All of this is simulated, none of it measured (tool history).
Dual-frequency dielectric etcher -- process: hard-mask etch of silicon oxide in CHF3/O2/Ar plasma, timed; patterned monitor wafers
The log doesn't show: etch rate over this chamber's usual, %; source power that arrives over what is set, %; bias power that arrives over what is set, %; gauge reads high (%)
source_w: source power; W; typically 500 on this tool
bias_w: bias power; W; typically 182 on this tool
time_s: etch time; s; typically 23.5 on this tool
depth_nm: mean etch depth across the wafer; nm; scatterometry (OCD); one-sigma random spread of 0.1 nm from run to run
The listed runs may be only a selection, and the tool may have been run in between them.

| run | hour | source_w | bias_w | time_s | wafers since the last listed run | hours since the last wet clean | hours since the last source power generator calibration | hours since the last bias power generator calibration | hours since the last upper electrode change | hours since the gauge calibration | read-back reference wafer on the same gauge, depth_nm | depth_nm |
|---|---|---|---|---|---|---|---|---|---|---|---|---|
| 1 | 0.0 | 500 | 182 | 23.5 | 0 | 170.7 | 1507.5 | 2776.7 | 1927.3 | 239.4 | 47.91 | 41.91 |
| 2 | 28.2 | 560 | 182 | 23.5 | 385 | 198.9 | 1535.7 | 2804.9 | 1955.5 | 267.6 | 47.91 | 43.17 |
| 3 | 54.7 | 560 | 182 | 23.5 | 362 | 225.4 | 1562.2 | 2831.4 | 1982.0 | 294.1 | 47.93 | 43.12 |
| 4 | 74.1 | 560 | 182 | 23.5 | 265 | 244.8 | 1581.6 | 2850.8 | 2001.4 | 313.5 | 47.90 | 43.29 |
| 5 | 94.9 | 500 | 182 | 23.5 | 284 | 265.6 | 1602.4 | 2871.6 | 2022.2 | 334.3 | 47.90 | 42.09 |
| 6 | 107.5 | 500 | 182 | 23.5 | 172 | 278.2 | 1615.0 | 2884.2 | 2034.8 | 346.9 | 47.90 | 42.23 |
| 7 | 126.3 | 500 | 182 | 23.5 | 256 | 297.0 | 1633.8 | 2903.0 | 2053.6 | 365.7 | 47.91 | 42.00 |
| 8 | 147.0 | 500 | 182 | 23.5 | 282 | 317.7 | 1654.5 | 2923.7 | 2074.3 | 386.4 | 47.88 | 42.03 |
|  | 188.2 | upper electrode replaced |
| 9 | 188.7 | 500 | 182 | 23.5 | 241 | 359.4 | 1696.2 | 2965.4 | 0.5 | 428.1 | 47.93 | 42.40 |
| 10 | 189.0 | 600 | 165 | 25.5 | 4 | 359.7 | 1696.5 | 2965.7 | 0.8 | 428.4 | 47.95 | 46.86 |
|  | 201.4 | gauge calibrated |
|  | 203.4 | source power generator calibrated |
| 11 | 203.9 | 500 | 182 | 23.5 | 149 | 374.6 | 0.5 | 2980.6 | 15.7 | 2.5 | 47.89 | 42.55 |
| 12 | 220.1 | 500 | 182 | 30.0 | 221 | 390.8 | 16.7 | 2996.8 | 31.9 | 18.7 | 47.90 | 54.16 |
| 13 | 252.4 | 500 | 182 | 29.5 | 441 | 423.1 | 49.0 | 3029.1 | 64.2 | 51.0 | 47.87 | 53.37 |
| 14 | 285.1 | 550 | 168 | 23.5 | 447 | 455.8 | 81.7 | 3061.8 | 96.9 | 83.7 | 47.91 | 42.73 |
|  | 300.0 | bias power generator calibrated |
|  | 318.7 | wet clean of the chamber |
| 15 | 319.2 | 500 | 182 | 23.5 | 155 | 0.5 | 115.8 | 19.2 | 131.0 | 117.8 | 47.91 | 41.13 |
| 16 | 342.0 | 450 | 165 | 28.0 | 311 | 23.3 | 138.6 | 42.0 | 153.8 | 140.6 | 47.94 | 46.14 |
| 17 | 357.3 | 440 | 168 | 27.0 | 209 | 38.6 | 153.9 | 57.3 | 169.1 | 155.9 | 47.87 | 44.83 |
| 18 | 387.3 | 610 | 223 | 23.5 | 410 | 68.6 | 183.9 | 87.3 | 199.1 | 185.9 | 47.91 | 46.83 |
| 19 | 412.2 | 500 | 216 | 23.5 | 340 | 93.5 | 208.8 | 112.2 | 224.0 | 210.8 | 47.94 | 44.17 |

4 options for the next run, each taken on its own from the tool as it stands now. Forecast them:
| A | 412.6 | 500 | 182 | 23.5 | 5 | 93.9 | 209.2 | 112.6 | 224.4 | 211.2 | ? | ? |
| B | 412.6 | 400 | 182 | 23.5 | 5 | 93.9 | 209.2 | 112.6 | 224.4 | 211.2 | ? | ? |
| C | 412.6 | 540 | 212 | 19.5 | 5 | 93.9 | 209.2 | 112.6 | 224.4 | 211.2 | ? | ? |
| D | 412.6 | 580 | 207 | 19.0 | 5 | 93.9 | 209.2 | 112.6 | 224.4 | 211.2 | ? | ? |

| run | read-back reference wafer on the same gauge, depth_nm | depth_nm |
|---|---|---|
| A | 47.91 | 41.62 |
| B | 47.91 | 39.13 |
| C | 47.91 | 37.19 |
| D | 47.91 | 36.70 |
The same runs, with their run-to-run variation unchanged, on a tool lacking any hidden condition would have given:
| run | depth_nm |
|---|---|
| A | 41.19 |
| B | 38.73 |
| C | 36.81 |
| D | 36.32 |

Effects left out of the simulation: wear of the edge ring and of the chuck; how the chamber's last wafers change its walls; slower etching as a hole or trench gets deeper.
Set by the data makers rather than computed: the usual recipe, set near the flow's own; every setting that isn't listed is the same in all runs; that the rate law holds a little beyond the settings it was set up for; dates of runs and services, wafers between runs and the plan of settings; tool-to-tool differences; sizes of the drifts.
